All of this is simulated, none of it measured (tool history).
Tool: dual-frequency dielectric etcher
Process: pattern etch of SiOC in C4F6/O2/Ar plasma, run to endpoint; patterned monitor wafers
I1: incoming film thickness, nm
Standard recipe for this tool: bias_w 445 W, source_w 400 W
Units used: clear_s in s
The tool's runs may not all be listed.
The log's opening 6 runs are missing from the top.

{"run": 7, "day": 3.225, "bias_w": 529, "source_w": 400, "I1": 26.7, "clear_s": 8.7}
{"day": 4.367, "done": "upper electrode replaced"}
{"run": 8, "day": 4.388, "bias_w": 529, "source_w": 400, "I1": 27.02, "clear_s": 8.9}
{"run": 9, "day": 4.4, "bias_w": 529, "source_w": 400, "I1": 26.97, "clear_s": 8.9}
{"run": 10, "day": 4.679, "bias_w": 445, "source_w": 400, "I1": 26.81, "clear_s": 9.5}
{"run": 11, "day": 5.042, "bias_w": 445, "source_w": 400, "I1": 26.91, "clear_s": 9.5}
{"day": 5.508, "done": "source power generator calibrated"}
{"run": 12, "day": 5.529, "bias_w": 445, "source_w": 400, "I1": 26.79, "clear_s": 9.4}
{"day": 6.179, "done": "bias power generator calibrated"}
{"run": 13, "day": 6.2, "bias_w": 445, "source_w": 400, "I1": 26.67, "clear_s": 9.4}
{"run": 14, "day": 6.575, "bias_w": 445, "source_w": 400, "I1": 27.05, "clear_s": 9.5}
{"run": 15, "day": 7.167, "bias_w": 445, "source_w": 400, "I1": 26.75, "clear_s": 9.4}
{"run": 16, "day": 7.662, "bias_w": 445, "source_w": 400, "I1": 26.78, "clear_s": 9.5}
{"run": 17, "day": 8.021, "bias_w": 356, "source_w": 440, "I1": 27.04, "clear_s": 10.3}
{"run": 18, "day": 8.342, "bias_w": 513, "source_w": 340, "I1": 27.05, "clear_s": 9.5}
{"run": 19, "day": 8.617, "bias_w": 534, "source_w": 400, "I1": 26.75, "clear_s": 8.9}
{"run": 20, "day": 10.15, "bias_w": 445, "source_w": 460, "I1": 26.49, "clear_s": 9.1}
{"run": 21, "day": 10.833, "bias_w": 445, "source_w": 400, "I1": 26.77, "clear_s": 9.6}
{"run": 22, "day": 11.517, "bias_w": 445, "source_w": 480, "I1": 26.74, "clear_s": 9.1}
{"day": 12.546, "done": "wet clean of the chamber"}
{"run": 23, "day": 12.567, "bias_w": 380, "source_w": 400, "I1": 27.1, "clear_s": 9.7}
{"run": 24, "day": 12.579, "bias_w": 445, "source_w": 320, "I1": 26.7, "clear_s": 9.4}
{"run": 25, "day": 12.921, "bias_w": 477, "source_w": 340, "I1": 26.86, "clear_s": 9.1}
{"run": 26, "day": 13.292, "bias_w": 367, "source_w": 450, "I1": 26.7, "clear_s": 9.4}
{"run": 27, "day": 13.958, "bias_w": 445, "source_w": 400, "I1": 26.87, "clear_s": 9}
{"run": 28, "day": 14.538, "bias_w": 531, "source_w": 460, "I1": 26.76, "clear_s": 8.1}
{"run": 29, "day": 15.258, "bias_w": 445, "source_w": 490, "I1": 26.6, "clear_s": 8.5}
{"run": 30, "day": 15.662, "bias_w": 534, "source_w": 500, "I1": 26.92, "clear_s": 7.9}
{"run": 31, "day": 16.383, "bias_w": 445, "source_w": 400, "I1": 26.9, "clear_s": 9}

For run 32, what comes out?
{"run": 32, "day": 16.796, "bias_w": 390, "source_w": 470, "I1": 27.3, "clear_s": "?"}

{"run 32": {"clear_s": 9.2}}
With the hidden condition absent and the run-to-run variation left alone, this run would have shown clear_s 9.1 s.

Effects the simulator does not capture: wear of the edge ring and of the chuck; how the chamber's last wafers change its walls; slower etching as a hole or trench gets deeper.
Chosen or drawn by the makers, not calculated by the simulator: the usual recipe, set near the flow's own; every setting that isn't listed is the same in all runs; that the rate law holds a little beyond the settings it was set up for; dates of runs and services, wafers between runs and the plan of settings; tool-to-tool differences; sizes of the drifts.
